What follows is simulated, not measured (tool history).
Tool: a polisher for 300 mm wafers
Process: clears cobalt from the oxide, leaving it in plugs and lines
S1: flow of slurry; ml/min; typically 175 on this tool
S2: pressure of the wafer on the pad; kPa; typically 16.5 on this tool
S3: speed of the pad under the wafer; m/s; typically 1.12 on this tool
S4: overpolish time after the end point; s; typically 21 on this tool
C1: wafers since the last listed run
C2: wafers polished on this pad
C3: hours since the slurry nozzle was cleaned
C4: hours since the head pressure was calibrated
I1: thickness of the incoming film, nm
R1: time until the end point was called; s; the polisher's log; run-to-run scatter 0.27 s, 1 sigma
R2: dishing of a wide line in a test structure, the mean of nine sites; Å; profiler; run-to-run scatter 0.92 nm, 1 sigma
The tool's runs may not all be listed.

Run 1, hour 0: usual settings; C1 0; C2 783; C3 420.6; C4 849; I1 178.2. Result: R1 30.8 s, R2 538 Å.
Run 2, hour 21.9: usual settings; C1 275; C2 1058; C3 442.5; C4 870.9; I1 182.1. Result: R1 31.6 s, R2 522 Å.
Run 3, hour 83.8: usual settings; C1 777; C2 1835; C3 504.4; C4 932.8; I1 182.7. Result: R1 31.9 s, R2 533 Å.
Run 4, hour 105: usual settings; C1 266; C2 2102; C3 525.6; C4 954; I1 183.1. Result: R1 31.8 s, R2 533 Å.
Run 5, hour 133.2: usual settings but S1 145 ml/min, S2 19.3 kPa; C1 354; C2 2456; C3 553.8; C4 982.2; I1 180.7. Result: R1 28.5 s, R2 543 Å.
At hour 141.3: worn pad replaced by a new one.
Run 6, hour 153.8: usual settings; C1 208; C2 157; C3 574.4; C4 1002.8; I1 181.1. Result: R1 31.7 s, R2 532 Å.
Run 7, hour 181.9: usual settings; C1 353; C2 510; C3 602.5; C4 1030.9; I1 177.1. Result: R1 31 s, R2 531 Å.
At hour 200.3: slurry nozzle cleaned.
Run 8, hour 288.6: usual settings but S2 19.3 kPa; C1 1327; C2 1838; C3 88.3; C4 1137.6; I1 183.4. Result: R1 27.5 s, R2 546 Å.
Run 9, hour 315.9: usual settings; C1 342; C2 2181; C3 115.6; C4 1164.9; I1 179.2. Result: R1 31.2 s, R2 533 Å.
At hour 322.1: worn pad replaced by a new one.
Run 10, hour 331.8: usual settings; C1 149; C2 122; C3 131.5; C4 1180.8; I1 176.4. Result: R1 30.7 s, R2 519 Å.
Run 11, hour 367.5: usual settings; C1 448; C2 570; C3 167.2; C4 1216.5; I1 179.7. Result: R1 31.4 s, R2 537 Å.
Run 12, hour 379.8: usual settings; C1 154; C2 725; C3 179.5; C4 1228.8; I1 180.2. Result: R1 31.8 s, R2 524 Å.
Run 13, hour 414.7: usual settings but S3 1.34 m/s; C1 438; C2 1163; C3 214.4; C4 1263.7; I1 178.3. Result: R1 26.2 s, R2 561 Å.
Run 14, hour 431.1: usual settings but S3 1.34 m/s; C1 206; C2 1369; C3 230.8; C4 1280.1; I1 183.2. Result: R1 26.8 s, R2 565 Å.
Run 15, hour 466.1: usual settings but S3 1.34 m/s; C1 439; C2 1809; C3 265.8; C4 1315.1; I1 179.7. Result: R1 26.4 s, R2 556 Å.
At hour 476.5: head pressure recalibrated.
Run 16, hour 478.7: usual settings; C1 133; C2 1942; C3 278.4; C4 2.2; I1 182.7. Result: R1 31.9 s, R2 525 Å.
Run 17, hour 510.3: usual settings; C1 396; C2 2339; C3 310; C4 33.8; I1 180.2. Result: R1 30.9 s, R2 534 Å.
At hour 517.5: worn pad replaced by a new one.
Run 18, hour 541.4: usual settings but S1 120 ml/min, S2 13.1 kPa; C1 340; C2 299; C3 341.1; C4 64.9; I1 180. Result: R1 42.4 s, R2 465 Å.
Run 19, hour 569.8: usual settings; C1 356; C2 656; C3 369.5; C4 93.3; I1 176.8. Result: R1 31.4 s, R2 528 Å.
Run 20, hour 593.7: usual settings; C1 300; C2 956; C3 393.4; C4 117.2; I1 179.7. Result: R1 31.3 s, R2 532 Å.
Run 21, hour 618.1: usual settings; C1 306; C2 1263; C3 417.8; C4 141.6; I1 180.3. Result: R1 31.8 s, R2 528 Å.
Run 22, hour 641.8: usual settings but S1 225 ml/min, S2 14.5 kPa, S3 0.9 m/s, S4 11 s; C1 297; C2 1561; C3 441.5; C4 165.3; I1 180.6. Result: R1 43.1 s, R2 310 Å.
Run 23, hour 656.3: usual settings but S1 210 ml/min, S2 11 kPa, S3 1.34 m/s, S4 10 s; C1 182; C2 1743; C3 456; C4 179.8; I1 182.1. Result: R1 39.4 s, R2 316 Å.
Run 24, hour 692.1: usual settings; C1 449; C2 2193; C3 491.8; C4 215.6; I1 181.3. Result: R1 31.7 s, R2 521 Å.
At hour 710.3: worn pad replaced by a new one.
At hour 774.5: slurry nozzle cleaned.
Run 25, hour 788.2: usual settings but S1 215 ml/min, S2 22.1 kPa, S3 1.02 m/s, S4 12 s; C1 1144; C2 965; C3 13.7; C4 311.7; I1 180.2. Result: R1 25.3 s, R2 451 Å.
Run 26, hour 803.3: usual settings; C1 189; C2 1155; C3 28.8; C4 326.8; I1 177.7. Result: R1 30.6 s, R2 534 Å.
Run 27, hour 831: usual settings but S1 215 ml/min, S2 20 kPa, S3 1.24 m/s; C1 347; C2 1503; C3 56.5; C4 354.5; I1 180.5. Result: R1 22.8 s, R2 582 Å.
Run 28, hour 846.6: usual settings but S1 230 ml/min; C1 195; C2 1699; C3 72.1; C4 370.1; I1 178.7. Result: R1 30 s, R2 540 Å.
Run 29, hour 865.9: usual settings but S1 205 ml/min, S2 11 kPa, S4 11 s; C1 242; C2 1941; C3 91.4; C4 389.4; I1 176.5. Result: R1 44.5 s, R2 297 Å.
Run 30, hour 889.1: usual settings but S1 155 ml/min; C1 291; C2 2233; C3 114.6; C4 412.6; I1 180.9. Result: R1 32.3 s, R2 529 Å.
Run 31, hour 918.3: usual settings but S1 215 ml/min, S2 20 kPa, S3 1.24 m/s; C1 366; C2 2599; C3 143.8; C4 441.8; I1 180.5. Result: R1 22.8 s, R2 575 Å.
At hour 929.2: worn pad replaced by a new one.
Run 32, hour 941.5: usual settings but S1 225 ml/min; C1 241; C2 154; C3 167; C4 465; I1 180.9. Result: R1 30.4 s, R2 525 Å.
Run 33, hour 966.1: usual settings but S2 12.4 kPa; C1 309; C2 463; C3 191.6; C4 489.6; I1 181.8. Result: R1 42.9 s, R2 487 Å.
Run 34, hour 983.4: usual settings but S4 9 s; C1 217; C2 681; C3 208.9; C4 506.9; I1 182.4. Result: R1 32.2 s, R2 332 Å.

What differs in the tool's unlogged condition from the final listed run ahead of each entry between runs to the first listed run following it?
Run 5 -> run 6: worn pad replaced by a new one (hour 141.3)
  nothing in the hidden state changes from one run to the other
Run 7 -> run 8: slurry nozzle cleaned (hour 200.3)
  nothing in the hidden state changes from one run to the other
Run 9 -> run 10: worn pad replaced by a new one (hour 322.1)
  nothing in the hidden state changes from one run to the other
Run 15 -> run 16: head pressure recalibrated (hour 476.5)
  nothing in the hidden state changes from one run to the other
Run 17 -> run 18: worn pad replaced by a new one (hour 517.5)
  nothing in the hidden state changes from one run to the other
Run 24 -> run 25: worn pad replaced by a new one (hour 710.3); slurry nozzle cleaned (hour 774.5)
  nothing in the hidden state changes from one run to the other
Run 31 -> run 32: worn pad replaced by a new one (hour 929.2)
  nothing in the hidden state changes from one run to the other
